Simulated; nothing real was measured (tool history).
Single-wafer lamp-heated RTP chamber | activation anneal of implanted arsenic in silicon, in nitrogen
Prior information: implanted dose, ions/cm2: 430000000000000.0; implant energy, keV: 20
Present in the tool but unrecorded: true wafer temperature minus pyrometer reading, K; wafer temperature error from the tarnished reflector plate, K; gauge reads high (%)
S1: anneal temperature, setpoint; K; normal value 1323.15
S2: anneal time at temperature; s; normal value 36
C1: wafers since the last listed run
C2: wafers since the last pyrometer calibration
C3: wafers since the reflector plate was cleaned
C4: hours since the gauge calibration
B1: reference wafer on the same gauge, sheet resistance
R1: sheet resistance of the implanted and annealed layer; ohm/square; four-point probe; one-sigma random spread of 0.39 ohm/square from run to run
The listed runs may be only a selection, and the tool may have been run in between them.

{"run": 1, "hour": 0.0, "S1": 1316.15, "S2": 36, "C1": 0, "C2": 3942, "C3": 2190, "C4": 12.5, "B1": 244.96, "R1": 235.06}
{"run": 2, "hour": 23.5, "S1": 1316.15, "S2": 36, "C1": 241, "C2": 4184, "C3": 2432, "C4": 36.0, "B1": 244.91, "R1": 234.37}
{"run": 3, "hour": 50.5, "S1": 1323.15, "S2": 36, "C1": 277, "C2": 4461, "C3": 2709, "C4": 63.0, "B1": 245.08, "R1": 232.74}
{"run": 4, "hour": 119.5, "S1": 1323.15, "S2": 36, "C1": 708, "C2": 5170, "C3": 3418, "C4": 132.0, "B1": 244.95, "R1": 232.59}
{"run": 5, "hour": 154.6, "S1": 1323.15, "S2": 36, "C1": 360, "C2": 5531, "C3": 3779, "C4": 167.1, "B1": 244.99, "R1": 231.98}
{"run": 6, "hour": 186.0, "S1": 1323.15, "S2": 36, "C1": 322, "C2": 5853, "C3": 4102, "C4": 198.5, "B1": 245.01, "R1": 232.1}
{"run": 7, "hour": 217.0, "S1": 1323.15, "S2": 36, "C1": 318, "C2": 6172, "C3": 4420, "C4": 229.5, "B1": 245.02, "R1": 231.81}
{"hour": 230.3, "done": "reflector plate cleaned"}
{"run": 8, "hour": 234.5, "S1": 1323.15, "S2": 36, "C1": 97, "C2": 6269, "C3": 43, "C4": 247.0, "B1": 245.0, "R1": 231.87}
{"run": 9, "hour": 251.5, "S1": 1335.15, "S2": 43, "C1": 174, "C2": 6444, "C3": 218, "C4": 264.0, "B1": 244.99, "R1": 227.2}
{"run": 10, "hour": 275.0, "S1": 1335.15, "S2": 43, "C1": 241, "C2": 6686, "C3": 459, "C4": 287.5, "B1": 244.94, "R1": 226.88}
{"run": 11, "hour": 299.4, "S1": 1352.15, "S2": 29, "C1": 250, "C2": 6936, "C3": 710, "C4": 311.9, "B1": 245.04, "R1": 227.44}
{"hour": 311.9, "done": "gauge calibrated"}
{"run": 12, "hour": 322.2, "S1": 1351.15, "S2": 19, "C1": 234, "C2": 7170, "C3": 944, "C4": 10.3, "B1": 245.02, "R1": 231.87}
{"hour": 336.0, "done": "pyrometer window cleaned and pyrometer calibrated"}
{"run": 13, "hour": 337.1, "S1": 1323.15, "S2": 36, "C1": 70, "C2": 11, "C3": 1015, "C4": 25.2, "B1": 245.0, "R1": 234.41}
{"run": 14, "hour": 370.6, "S1": 1323.15, "S2": 36, "C1": 344, "C2": 355, "C3": 1359, "C4": 58.7, "B1": 245.0, "R1": 234.75}
{"run": 15, "hour": 401.8, "S1": 1337.15, "S2": 46, "C1": 320, "C2": 675, "C3": 1680, "C4": 89.9, "B1": 245.03, "R1": 228.48}
{"run": 16, "hour": 427.3, "S1": 1338.15, "S2": 36, "C1": 262, "C2": 937, "C3": 1942, "C4": 115.4, "B1": 244.86, "R1": 230.85}
{"run": 17, "hour": 441.5, "S1": 1323.15, "S2": 36, "C1": 145, "C2": 1083, "C3": 2088, "C4": 129.6, "B1": 244.95, "R1": 234.62}
{"run": 18, "hour": 463.9, "S1": 1303.15, "S2": 48, "C1": 230, "C2": 1313, "C3": 2318, "C4": 152.0, "B1": 244.99, "R1": 236.11}
{"run": 19, "hour": 479.7, "S1": 1323.15, "S2": 36, "C1": 162, "C2": 1476, "C3": 2480, "C4": 167.8, "B1": 245.07, "R1": 233.3}
{"run": 20, "hour": 508.4, "S1": 1351.15, "S2": 51, "C1": 294, "C2": 1771, "C3": 2775, "C4": 196.5, "B1": 244.92, "R1": 223.39}
{"run": 21, "hour": 543.9, "S1": 1313.15, "S2": 24, "C1": 364, "C2": 2135, "C3": 3140, "C4": 232.0, "B1": 244.89, "R1": 240.38}

Alternative continuations, all from the tool just after run 21; predict every row:
{"run": "A", "hour": 544.3, "S1": 1308.15, "S2": 36, "C1": 4, "C2": 2140, "C3": 3144, "C4": 232.4, "B1": "?", "R1": "?"}
{"run": "B", "hour": 544.3, "S1": 1334.15, "S2": 49, "C1": 4, "C2": 2140, "C3": 3144, "C4": 232.4, "B1": "?", "R1": "?"}
{"run": "C", "hour": 544.3, "S1": 1306.15, "S2": 23, "C1": 4, "C2": 2140, "C3": 3144, "C4": 232.4, "B1": "?", "R1": "?"}

run=A B1=245.00 R1=236.86
run=B B1=245.00 R1=227.37
run=C B1=245.00 R1=241.11
Had the tool no hidden state, the same runs would have come out as:
run=A R1=237.59
run=B R1=228.23
run=C R1=241.72

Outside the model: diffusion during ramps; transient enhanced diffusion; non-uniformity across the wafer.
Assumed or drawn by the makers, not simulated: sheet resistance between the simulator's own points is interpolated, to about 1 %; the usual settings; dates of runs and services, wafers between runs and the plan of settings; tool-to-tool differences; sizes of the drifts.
